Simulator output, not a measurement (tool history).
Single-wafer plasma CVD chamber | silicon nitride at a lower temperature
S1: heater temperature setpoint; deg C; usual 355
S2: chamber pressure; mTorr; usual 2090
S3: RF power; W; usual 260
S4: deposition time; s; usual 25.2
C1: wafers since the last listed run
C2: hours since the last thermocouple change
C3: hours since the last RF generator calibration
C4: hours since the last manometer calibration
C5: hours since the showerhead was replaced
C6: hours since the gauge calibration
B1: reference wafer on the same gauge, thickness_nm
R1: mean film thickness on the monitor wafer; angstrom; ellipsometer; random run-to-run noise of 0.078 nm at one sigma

{"run": 1, "hour": 0.0, "S1": 355, "S2": 2090, "S3": 260, "S4": 24.1, "C1": 0, "C2": 657.5, "C3": 1592.4, "C4": 2070.2, "C5": 3687.4, "C6": 163.7, "B1": 28.589, "R1": 274.51}
{"hour": 20.4, "done": "gauge calibrated"}
{"run": 2, "hour": 31.4, "S1": 355, "S2": 2090, "S3": 260, "S4": 24.1, "C1": 872, "C2": 688.9, "C3": 1623.8, "C4": 2101.6, "C5": 3718.8, "C6": 11.0, "B1": 28.622, "R1": 273.22}
{"run": 3, "hour": 50.4, "S1": 355, "S2": 2090, "S3": 260, "S4": 24.1, "C1": 528, "C2": 707.9, "C3": 1642.8, "C4": 2120.6, "C5": 3737.8, "C6": 30.0, "B1": 28.585, "R1": 274.71}
{"run": 4, "hour": 63.2, "S1": 355, "S2": 2090, "S3": 260, "S4": 25.2, "C1": 355, "C2": 720.7, "C3": 1655.6, "C4": 2133.4, "C5": 3750.6, "C6": 42.8, "B1": 28.6, "R1": 285.76}
{"run": 5, "hour": 79.0, "S1": 355, "S2": 2090, "S3": 260, "S4": 25.2, "C1": 439, "C2": 736.5, "C3": 1671.4, "C4": 2149.2, "C5": 3766.4, "C6": 58.6, "B1": 28.582, "R1": 285.67}
{"hour": 102.7, "done": "RF generator calibrated"}
{"run": 6, "hour": 103.2, "S1": 355, "S2": 2090, "S3": 260, "S4": 25.2, "C1": 450, "C2": 760.7, "C3": 0.5, "C4": 2173.4, "C5": 3790.6, "C6": 82.8, "B1": 28.612, "R1": 277.54}
{"run": 7, "hour": 131.4, "S1": 355, "S2": 2090, "S3": 260, "S4": 25.2, "C1": 783, "C2": 788.9, "C3": 28.7, "C4": 2201.6, "C5": 3818.8, "C6": 111.0, "B1": 28.584, "R1": 278.83}
{"hour": 155.5, "done": "RF generator calibrated, repeated, since the last time left the tool worse"}
{"hour": 164.1, "done": "gauge calibrated"}
{"run": 8, "hour": 166.5, "S1": 363, "S2": 2090, "S3": 240, "S4": 22.9, "C1": 753, "C2": 824.0, "C3": 11.0, "C4": 2236.7, "C5": 3853.9, "C6": 2.4, "B1": 28.58, "R1": 255.29}
{"hour": 192.5, "done": "capacitance manometer re-zeroed and calibrated"}
{"run": 9, "hour": 193.0, "S1": 355, "S2": 2090, "S3": 260, "S4": 29.9, "C1": 514, "C2": 850.5, "C3": 37.5, "C4": 0.5, "C5": 3880.4, "C6": 28.9, "B1": 28.581, "R1": 356.75}
{"run": 10, "hour": 203.6, "S1": 355, "S2": 2090, "S3": 260, "S4": 25.2, "C1": 294, "C2": 861.1, "C3": 48.1, "C4": 11.1, "C5": 3891.0, "C6": 39.5, "B1": 28.619, "R1": 300.61}
{"hour": 214.9, "done": "thermocouple changed; heater temperature recalibrated"}
{"run": 11, "hour": 226.8, "S1": 355, "S2": 1720, "S3": 260, "S4": 25.2, "C1": 422, "C2": 11.9, "C3": 71.3, "C4": 34.3, "C5": 3914.2, "C6": 62.7, "B1": 28.601, "R1": 282.91}
{"hour": 250.1, "done": "showerhead replaced"}
{"run": 12, "hour": 250.6, "S1": 368, "S2": 1570, "S3": 260, "S4": 25.2, "C1": 439, "C2": 35.7, "C3": 95.1, "C4": 58.1, "C5": 0.5, "C6": 86.5, "B1": 28.561, "R1": 274.86}
{"run": 13, "hour": 269.0, "S1": 355, "S2": 2350, "S3": 290, "S4": 27.3, "C1": 511, "C2": 54.1, "C3": 113.5, "C4": 76.5, "C5": 18.9, "C6": 104.9, "B1": 28.583, "R1": 360.39}
{"run": 14, "hour": 291.4, "S1": 355, "S2": 2090, "S3": 260, "S4": 25.2, "C1": 622, "C2": 76.5, "C3": 135.9, "C4": 98.9, "C5": 41.3, "C6": 127.3, "B1": 28.59, "R1": 299.98}
{"hour": 310.2, "done": "gauge calibrated"}
{"run": 15, "hour": 313.4, "S1": 341, "S2": 2090, "S3": 310, "S4": 25.2, "C1": 611, "C2": 98.5, "C3": 157.9, "C4": 120.9, "C5": 63.3, "C6": 3.2, "B1": 28.59, "R1": 341.14}

Predict each of these 4 candidate next runs independently; none follows another, all start after run 15:
{"run": "A", "hour": 313.8, "S1": 367, "S2": 2090, "S3": 260, "S4": 25.2, "C1": 11, "C2": 98.9, "C3": 158.3, "C4": 121.3, "C5": 63.7, "C6": 3.6, "B1": "?", "R1": "?"}
{"run": "B", "hour": 313.8, "S1": 355, "S2": 2340, "S3": 235, "S4": 25.2, "C1": 11, "C2": 98.9, "C3": 158.3, "C4": 121.3, "C5": 63.7, "C6": 3.6, "B1": "?", "R1": "?"}
{"run": "C", "hour": 313.8, "S1": 348, "S2": 2440, "S3": 240, "S4": 28.4, "C1": 11, "C2": 98.9, "C3": 158.3, "C4": 121.3, "C5": 63.7, "C6": 3.6, "B1": "?", "R1": "?"}
{"run": "D", "hour": 313.8, "S1": 367, "S2": 2090, "S3": 290, "S4": 29.1, "C1": 11, "C2": 98.9, "C3": 158.3, "C4": 121.3, "C5": 63.7, "C6": 3.6, "B1": "?", "R1": "?"}

run=A B1=28.604 R1=297.72
run=B B1=28.604 R1=286.22
run=C B1=28.604 R1=331.78
run=D B1=28.604 R1=371.93
Had the tool no hidden state, the same runs would have come out as:
run=A R1=299.46
run=B R1=287.89
run=C R1=333.72
run=D R1=374.03

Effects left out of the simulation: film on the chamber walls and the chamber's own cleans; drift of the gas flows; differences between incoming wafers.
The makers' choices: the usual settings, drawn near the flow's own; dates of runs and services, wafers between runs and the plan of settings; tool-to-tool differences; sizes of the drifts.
